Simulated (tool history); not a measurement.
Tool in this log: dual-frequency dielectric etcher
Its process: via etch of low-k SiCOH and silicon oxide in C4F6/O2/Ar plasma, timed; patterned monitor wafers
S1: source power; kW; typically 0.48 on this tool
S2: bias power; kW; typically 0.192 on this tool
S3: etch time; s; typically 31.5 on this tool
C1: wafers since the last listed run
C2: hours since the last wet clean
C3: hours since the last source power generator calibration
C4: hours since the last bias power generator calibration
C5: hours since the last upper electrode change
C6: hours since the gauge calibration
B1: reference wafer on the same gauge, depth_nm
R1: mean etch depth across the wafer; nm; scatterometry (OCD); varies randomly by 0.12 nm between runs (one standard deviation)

run 1 hour=0 | S1=0.48 S2=0.23 S3=31.5 | C1=0 C2=561.2 C3=3170.8 C4=4553.9 C5=4612.9 C6=287.4 | B1=76.3 | R1=85.3
run 2 hour=10.8 | S1=0.48 S2=0.192 S3=31.5 | C1=132 C2=572 C3=3181.6 C4=4564.7 C5=4623.7 C6=298.2 | B1=76.4 | R1=80.1
-- hour=43.8 bias power generator calibrated
run 3 hour=62.2 | S1=0.48 S2=0.192 S3=25 | C1=580 C2=623.4 C3=3233 C4=18.4 C5=4675.1 C6=349.6 | B1=76.3 | R1=63.4
-- hour=90.8 wet clean of the chamber
run 4 hour=91.3 | S1=0.48 S2=0.192 S3=25 | C1=62 C2=0.5 C3=3262.1 C4=47.5 C5=4704.2 C6=378.7 | B1=76.3 | R1=64.1
run 5 hour=91.6 | S1=0.48 S2=0.192 S3=31.5 | C1=3 C2=0.8 C3=3262.4 C4=47.8 C5=4704.5 C6=379 | B1=76.3 | R1=81
run 6 hour=99.3 | S1=0.48 S2=0.192 S3=31.5 | C1=94 C2=8.5 C3=3270.1 C4=55.5 C5=4712.2 C6=386.7 | B1=76.3 | R1=80.9
run 7 hour=114.7 | S1=0.48 S2=0.192 S3=31.5 | C1=188 C2=23.9 C3=3285.5 C4=70.9 C5=4727.6 C6=402.1 | B1=76.3 | R1=80.6
run 8 hour=131.4 | S1=0.44 S2=0.192 S3=31.5 | C1=204 C2=40.6 C3=3302.2 C4=87.6 C5=4744.3 C6=418.8 | B1=76.3 | R1=77.8
run 9 hour=147.6 | S1=0.44 S2=0.192 S3=31.5 | C1=198 C2=56.8 C3=3318.4 C4=103.8 C5=4760.5 C6=435 | B1=76.3 | R1=78
run 10 hour=164 | S1=0.44 S2=0.192 S3=31.5 | C1=200 C2=73.2 C3=3334.8 C4=120.2 C5=4776.9 C6=451.4 | B1=76.3 | R1=77.8
run 11 hour=178.5 | S1=0.36 S2=0.233 S3=36 | C1=177 C2=87.7 C3=3349.3 C4=134.7 C5=4791.4 C6=465.9 | B1=76.3 | R1=86.5
run 12 hour=187.9 | S1=0.48 S2=0.23 S3=31.5 | C1=115 C2=97.1 C3=3358.7 C4=144.1 C5=4800.8 C6=475.3 | B1=76.3 | R1=86.1
run 13 hour=198.9 | S1=0.48 S2=0.192 S3=31.5 | C1=134 C2=108.1 C3=3369.7 C4=155.1 C5=4811.8 C6=486.3 | B1=76.3 | R1=80.7
-- hour=210.2 gauge calibrated
run 14 hour=213.1 | S1=0.51 S2=0.192 S3=31.5 | C1=174 C2=122.3 C3=3383.9 C4=169.3 C5=4826 C6=2.9 | B1=76.3 | R1=82.9
-- hour=224.2 source power generator calibrated
run 15 hour=224.7 | S1=0.57 S2=0.192 S3=22.5 | C1=93 C2=133.9 C3=0.5 C4=180.9 C5=4837.6 C6=14.5 | B1=76.3 | R1=62.2
run 16 hour=235 | S1=0.54 S2=0.192 S3=31.5 | C1=126 C2=144.2 C3=10.8 C4=191.2 C5=4847.9 C6=24.8 | B1=76.3 | R1=85
run 17 hour=244.5 | S1=0.44 S2=0.192 S3=31.5 | C1=116 C2=153.7 C3=20.3 C4=200.7 C5=4857.4 C6=34.3 | B1=76.3 | R1=77.4
run 18 hour=256.2 | S1=0.48 S2=0.169 S3=25 | C1=143 C2=165.4 C3=32 C4=212.4 C5=4869.1 C6=46 | B1=76.2 | R1=61.1
-- hour=289.6 upper electrode replaced
run 19 hour=290.1 | S1=0.59 S2=0.192 S3=26.5 | C1=121 C2=199.3 C3=65.9 C4=246.3 C5=0.5 C6=79.9 | B1=76.3 | R1=74.3
run 20 hour=290.5 | S1=0.48 S2=0.192 S3=31.5 | C1=4 C2=199.7 C3=66.3 C4=246.7 C5=0.9 C6=80.3 | B1=76.3 | R1=80.4
run 21 hour=296 | S1=0.44 S2=0.225 S3=34.5 | C1=67 C2=205.2 C3=71.8 C4=252.2 C5=6.4 C6=85.8 | B1=76.3 | R1=89.5
run 22 hour=305.4 | S1=0.52 S2=0.165 S3=39 | C1=115 C2=214.6 C3=81.2 C4=261.6 C5=15.8 C6=95.2 | B1=76.3 | R1=98.1
run 23 hour=320.7 | S1=0.53 S2=0.192 S3=31.5 | C1=187 C2=229.9 C3=96.5 C4=276.9 C5=31.1 C6=110.5 | B1=76.3 | R1=84
run 24 hour=335.1 | S1=0.48 S2=0.22 S3=31.5 | C1=176 C2=244.3 C3=110.9 C4=291.3 C5=45.5 C6=124.9 | B1=76.3 | R1=84.7
run 25 hour=345.1 | S1=0.48 S2=0.219 S3=22 | C1=122 C2=254.3 C3=120.9 C4=301.3 C5=55.5 C6=134.9 | B1=76.4 | R1=58.9
run 26 hour=351.8 | S1=0.37 S2=0.218 S3=23 | C1=82 C2=261 C3=127.6 C4=308 C5=62.2 C6=141.6 | B1=76.3 | R1=54.6
run 27 hour=364 | S1=0.48 S2=0.192 S3=31.5 | C1=149 C2=273.2 C3=139.8 C4=320.2 C5=74.4 C6=153.8 | B1=76.3 | R1=80.5
run 28 hour=378.3 | S1=0.48 S2=0.192 S3=31.5 | C1=175 C2=287.5 C3=154.1 C4=334.5 C5=88.7 C6=168.1 | B1=76.3 | R1=80.2
run 29 hour=393.5 | S1=0.48 S2=0.192 S3=31.5 | C1=186 C2=302.7 C3=169.3 C4=349.7 C5=103.9 C6=183.3 | B1=76.3 | R1=80.4
run 30 hour=409.4 | S1=0.58 S2=0.216 S3=23.5 | C1=194 C2=318.6 C3=185.2 C4=365.6 C5=119.8 C6=199.2 | B1=76.3 | R1=67.9

Forecast each of these 4 alternatives for the next run:
run A hour=409.8 | S1=0.42 S2=0.192 S3=31.5 | C1=4 C2=319 C3=185.6 C4=366 C5=120.2 C6=199.6 | B1=? | R1=?
run B hour=409.8 | S1=0.39 S2=0.218 S3=31.5 | C1=4 C2=319 C3=185.6 C4=366 C5=120.2 C6=199.6 | B1=? | R1=?
run C hour=409.8 | S1=0.58 S2=0.192 S3=31.5 | C1=4 C2=319 C3=185.6 C4=366 C5=120.2 C6=199.6 | B1=? | R1=?
run D hour=409.8 | S1=0.48 S2=0.192 S3=37.5 | C1=4 C2=319 C3=185.6 C4=366 C5=120.2 C6=199.6 | B1=? | R1=?

run=A B1=76.3 R1=75.8
run=B B1=76.3 R1=76.7
run=C B1=76.3 R1=87.6
run=D B1=76.3 R1=95.9
What these runs would have given with no unlogged condition in the tool:
run=A R1=76.4
run=B R1=77.3
run=C R1=88.2
run=D R1=96.6
